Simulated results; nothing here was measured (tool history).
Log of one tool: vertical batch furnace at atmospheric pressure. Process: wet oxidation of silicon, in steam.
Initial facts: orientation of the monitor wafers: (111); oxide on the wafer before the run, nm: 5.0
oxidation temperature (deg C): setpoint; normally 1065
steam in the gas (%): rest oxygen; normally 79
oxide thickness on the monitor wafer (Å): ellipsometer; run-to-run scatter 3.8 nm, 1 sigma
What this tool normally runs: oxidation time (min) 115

| run | hour | oxidation temperature (deg C) | oxidation time (min) | steam in the gas (%) | wafers since the last listed run | hours since the last temperature calibration | hours since the steam generator was serviced | hours since the gauge calibration | read-back reference wafer on the same gauge, thickness | oxide thickness on the monitor wafer (Å) |
|---|---|---|---|---|---|---|---|---|---|---|
| 1 | 0 | 1065 | 115 | 76 | 0 | 1660.6 | 1632.9 | 1606.1 | 806.84 | 8677.6 |
| 2 | 36.3 | 1065 | 115 | 76 | 373 | 1696.9 | 1669.2 | 1642.4 | 807 | 8671.6 |
| 3 | 80.5 | 1065 | 115 | 76 | 455 | 1741.1 | 1713.4 | 1686.6 | 808.13 | 8680.3 |
| 4 | 140.3 | 1065 | 72 | 79 | 615 | 1800.9 | 1773.2 | 1746.4 | 806.48 | 6908.2 |
| 5 | 259.2 | 1065 | 72 | 79 | 1224 | 1919.8 | 1892.1 | 1865.3 | 806.23 | 6914.3 |
| 6 | 329.9 | 1065 | 115 | 79 | 728 | 1990.5 | 1962.8 | 1936 | 807.06 | 8935.7 |
| 7 | 388.9 | 1065 | 115 | 79 | 607 | 2049.5 | 2021.8 | 1995 | 806.95 | 8821.9 |
| 8 | 457.6 | 1065 | 115 | 79 | 707 | 2118.2 | 2090.5 | 2063.7 | 806.34 | 8861.5 |
| 9 | 519.8 | 1065 | 115 | 79 | 640 | 2180.4 | 2152.7 | 2125.9 | 807.19 | 8950.1 |
| 10 | 551.7 | 1065 | 115 | 79 | 328 | 2212.3 | 2184.6 | 2157.8 | 807.01 | 8885.5 |
| 11 | 594.5 | 1065 | 115 | 79 | 440 | 2255.1 | 2227.4 | 2200.6 | 806.82 | 8859.1 |
| 12 | 622.8 | 1065 | 115 | 79 | 291 | 2283.4 | 2255.7 | 2228.9 | 806.67 | 8936.1 |
|  | 685.1 | gauge calibrated |
|  | 754.2 | thermocouples replaced and temperature profile calibrated |
| 13 | 820.6 | 1065 | 152 | 79 | 1790 | 66.4 | 2453.5 | 135.5 | 806.8 | 10166.9 |
| 14 | 872.8 | 1065 | 115 | 74 | 537 | 118.6 | 2505.7 | 187.7 | 806.64 | 8442.5 |
|  | 920.8 | steam generator serviced |
| 15 | 921.3 | 1065 | 115 | 74 | 252 | 167.1 | 0.5 | 236.2 | 806.73 | 8399.6 |
| 16 | 954.5 | 1065 | 115 | 71 | 341 | 200.3 | 33.7 | 269.4 | 807.61 | 8245.4 |
| 17 | 1135.8 | 1065 | 115 | 71 | 1867 | 381.6 | 215 | 450.7 | 806.83 | 8220.1 |
| 18 | 1191.8 | 1051 | 92.5 | 88 | 576 | 437.6 | 271 | 506.7 | 806.51 | 7852.6 |
| 19 | 1273.8 | 1065 | 115 | 71 | 844 | 519.6 | 353 | 588.7 | 806.67 | 8241.4 |

Forecast run 20:
| 20 | 1299 | 1065 | 167.5 | 88 | 259 | 544.8 | 378.2 | 613.9 | ? | ? |

read-back reference wafer on the same gauge, thickness: 806.97
oxide thickness on the monitor wafer (Å): 11305.9
Minus the tool's unlogged condition, the same run would have read oxide thickness on the monitor wafer (Å) 11292.4.
